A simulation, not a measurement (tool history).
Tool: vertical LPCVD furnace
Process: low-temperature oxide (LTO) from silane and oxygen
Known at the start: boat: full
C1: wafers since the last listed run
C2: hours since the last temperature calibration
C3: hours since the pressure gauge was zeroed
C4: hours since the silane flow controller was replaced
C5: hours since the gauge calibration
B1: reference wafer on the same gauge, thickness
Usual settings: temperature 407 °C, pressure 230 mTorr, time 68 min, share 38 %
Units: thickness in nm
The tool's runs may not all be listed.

{"run": 1, "hour": 0.0, "temperature": 407, "pressure": 230, "time": 68, "share": 42, "C1": 0, "C2": 3895.3, "C3": 2803, "C4": 4966.9, "C5": 90.2, "B1": 611.49, "thickness": 810.99}
{"run": 2, "hour": 14.8, "temperature": 407, "pressure": 230, "time": 68, "share": 42, "C1": 196, "C2": 3910.1, "C3": 2817.8, "C4": 4981.7, "C5": 105, "B1": 610.54, "thickness": 814.2}
{"run": 3, "hour": 28.0, "temperature": 407, "pressure": 230, "time": 68, "share": 38, "C1": 175, "C2": 3923.3, "C3": 2831, "C4": 4994.9, "C5": 118.2, "B1": 611.14, "thickness": 724.72}
{"hour": 52.3, "done": "thermocouples replaced and temperature profile calibrated"}
{"run": 4, "hour": 52.8, "temperature": 407, "pressure": 230, "time": 68, "share": 38, "C1": 10, "C2": 0.5, "C3": 2855.8, "C4": 5019.7, "C5": 143, "B1": 611.01, "thickness": 739.06}
{"run": 5, "hour": 57.8, "temperature": 407, "pressure": 230, "time": 68, "share": 38, "C1": 66, "C2": 5.5, "C3": 2860.8, "C4": 5024.7, "C5": 148, "B1": 610.92, "thickness": 736.32}
{"hour": 84.9, "done": "silane flow controller replaced"}
{"run": 6, "hour": 85.4, "temperature": 407, "pressure": 230, "time": 68, "share": 43, "C1": 47, "C2": 33.1, "C3": 2888.4, "C4": 0.5, "C5": 175.6, "B1": 611.16, "thickness": 850.44}
{"run": 7, "hour": 89.6, "temperature": 407, "pressure": 230, "time": 68, "share": 43, "C1": 33, "C2": 37.3, "C3": 2892.6, "C4": 4.7, "C5": 179.8, "B1": 610.86, "thickness": 851.67}
{"run": 8, "hour": 93.9, "temperature": 407, "pressure": 230, "time": 68, "share": 38, "C1": 0, "C2": 41.6, "C3": 2896.9, "C4": 9, "C5": 184.1, "B1": 610.86, "thickness": 737.97}
{"hour": 111.9, "done": "pressure gauge zeroed"}
{"run": 9, "hour": 112.4, "temperature": 407, "pressure": 230, "time": 68, "share": 38, "C1": 6, "C2": 60.1, "C3": 0.5, "C4": 27.5, "C5": 202.6, "B1": 611.14, "thickness": 739.78}
{"run": 10, "hour": 116.7, "temperature": 407, "pressure": 230, "time": 68, "share": 38, "C1": 57, "C2": 64.4, "C3": 4.8, "C4": 31.8, "C5": 206.9, "B1": 611.34, "thickness": 737.31}
{"run": 11, "hour": 121.0, "temperature": 407, "pressure": 230, "time": 68, "share": 38, "C1": 57, "C2": 68.7, "C3": 9.1, "C4": 36.1, "C5": 211.2, "B1": 611.2, "thickness": 740.26}
{"run": 12, "hour": 134.1, "temperature": 418, "pressure": 255, "time": 53, "share": 31, "C1": 174, "C2": 81.8, "C3": 22.2, "C4": 49.2, "C5": 224.3, "B1": 610.94, "thickness": 552.07}
{"hour": 170.5, "done": "thermocouples replaced and temperature profile calibrated, repeated, since the last time left the tool worse"}
{"run": 13, "hour": 171.0, "temperature": 401, "pressure": 195, "time": 75, "share": 31, "C1": 171, "C2": 0.5, "C3": 59.1, "C4": 86.1, "C5": 261.2, "B1": 611.07, "thickness": 464.4}
{"run": 14, "hour": 175.3, "temperature": 403, "pressure": 230, "time": 68, "share": 32, "C1": 57, "C2": 4.8, "C3": 63.4, "C4": 90.4, "C5": 265.5, "B1": 610.94, "thickness": 535.27}
{"run": 15, "hour": 179.6, "temperature": 402, "pressure": 180, "time": 94, "share": 43, "C1": 57, "C2": 9.1, "C3": 67.7, "C4": 94.7, "C5": 269.8, "B1": 611.36, "thickness": 829.1}
{"run": 16, "hour": 190.7, "temperature": 414, "pressure": 230, "time": 68, "share": 38, "C1": 147, "C2": 20.2, "C3": 78.8, "C4": 105.8, "C5": 280.9, "B1": 611.5, "thickness": 752.65}
{"run": 17, "hour": 202.6, "temperature": 407, "pressure": 230, "time": 68, "share": 38, "C1": 158, "C2": 32.1, "C3": 90.7, "C4": 117.7, "C5": 292.8, "B1": 611.45, "thickness": 700.42}
{"hour": 203.9, "done": "gauge calibrated"}
{"run": 18, "hour": 214.0, "temperature": 397, "pressure": 230, "time": 68, "share": 33, "C1": 151, "C2": 43.5, "C3": 102.1, "C4": 129.1, "C5": 10.1, "B1": 611.14, "thickness": 518.77}
{"run": 19, "hour": 220.5, "temperature": 407, "pressure": 230, "time": 57.5, "share": 44, "C1": 86, "C2": 50, "C3": 108.6, "C4": 135.6, "C5": 16.6, "B1": 610.98, "thickness": 700.05}
{"run": 20, "hour": 235.9, "temperature": 407, "pressure": 230, "time": 68, "share": 38, "C1": 204, "C2": 65.4, "C3": 124, "C4": 151, "C5": 32, "B1": 611.17, "thickness": 700.24}
{"run": 21, "hour": 243.9, "temperature": 412, "pressure": 250, "time": 68, "share": 38, "C1": 106, "C2": 73.4, "C3": 132, "C4": 159, "C5": 40, "B1": 611.19, "thickness": 805.26}
{"run": 22, "hour": 256.3, "temperature": 407, "pressure": 230, "time": 68, "share": 38, "C1": 164, "C2": 85.8, "C3": 144.4, "C4": 171.4, "C5": 52.4, "B1": 610.73, "thickness": 700.68}
{"run": 23, "hour": 273.7, "temperature": 407, "pressure": 230, "time": 84.5, "share": 38, "C1": 231, "C2": 103.2, "C3": 161.8, "C4": 188.8, "C5": 69.8, "B1": 610.6, "thickness": 868.42}
{"run": 24, "hour": 291.2, "temperature": 407, "pressure": 230, "time": 68, "share": 38, "C1": 232, "C2": 120.7, "C3": 179.3, "C4": 206.3, "C5": 87.3, "B1": 610.86, "thickness": 704.14}
{"run": 25, "hour": 343.2, "temperature": 400, "pressure": 230, "time": 68, "share": 43, "C1": 691, "C2": 172.7, "C3": 231.3, "C4": 258.3, "C5": 139.3, "B1": 610.64, "thickness": 752.59}
{"run": 26, "hour": 359.6, "temperature": 407, "pressure": 230, "time": 68, "share": 38, "C1": 218, "C2": 189.1, "C3": 247.7, "C4": 274.7, "C5": 155.7, "B1": 611.52, "thickness": 700.49}
{"run": 27, "hour": 366.7, "temperature": 407, "pressure": 230, "time": 68, "share": 42, "C1": 94, "C2": 196.2, "C3": 254.8, "C4": 281.8, "C5": 162.8, "B1": 611.46, "thickness": 789.99}
{"run": 28, "hour": 378.8, "temperature": 412, "pressure": 230, "time": 68, "share": 38, "C1": 161, "C2": 208.3, "C3": 266.9, "C4": 293.9, "C5": 174.9, "B1": 611.15, "thickness": 741.53}
{"run": 29, "hour": 394.7, "temperature": 407, "pressure": 230, "time": 68, "share": 38, "C1": 211, "C2": 224.2, "C3": 282.8, "C4": 309.8, "C5": 190.8, "B1": 611.49, "thickness": 703.87}
{"run": 30, "hour": 406.8, "temperature": 399, "pressure": 190, "time": 68, "share": 31, "C1": 161, "C2": 236.3, "C3": 294.9, "C4": 321.9, "C5": 202.9, "B1": 610.99, "thickness": 404.45}

Some steps in thickness between neighbouring runs. How much of each would the tool show without its hidden state too (settings, what came in, random variation), and how much is left for the hidden state, with any gauge scatter that isn't in both results?
The hidden state here: true tube temperature minus thermocouple reading, K; true pressure minus gauge reading, mTorr; deviation of the silane flow from its setpoint, %; gauge reads high (%).
Run 3 -> 4: thermocouples replaced and temperature profile calibrated. thickness +14.34 nm: hidden state +14.46, all else -0.12.
Run 11 -> 12: temperature 407 -> 418, pressure 230 -> 255, time 68 -> 53, share 38 -> 31. thickness -188.19 nm: hidden state -9.54, all else -178.65.
Run 12 -> 13: temperature 418 -> 401, pressure 255 -> 195, time 53 -> 75, thermocouples replaced and temperature profile calibrated, repeated, since the last time left the tool worse. thickness -87.67 nm: hidden state -30.04, all else -57.63.
Run 14 -> 15: temperature 403 -> 402, pressure 230 -> 180, time 68 -> 94, share 32 -> 43. thickness +293.83 nm: hidden state +0.14, all else +293.69.
Run 29 -> 30: temperature 407 -> 399, pressure 230 -> 190, share 38 -> 31. thickness -299.42 nm: hidden state -1.26, all else -298.16.

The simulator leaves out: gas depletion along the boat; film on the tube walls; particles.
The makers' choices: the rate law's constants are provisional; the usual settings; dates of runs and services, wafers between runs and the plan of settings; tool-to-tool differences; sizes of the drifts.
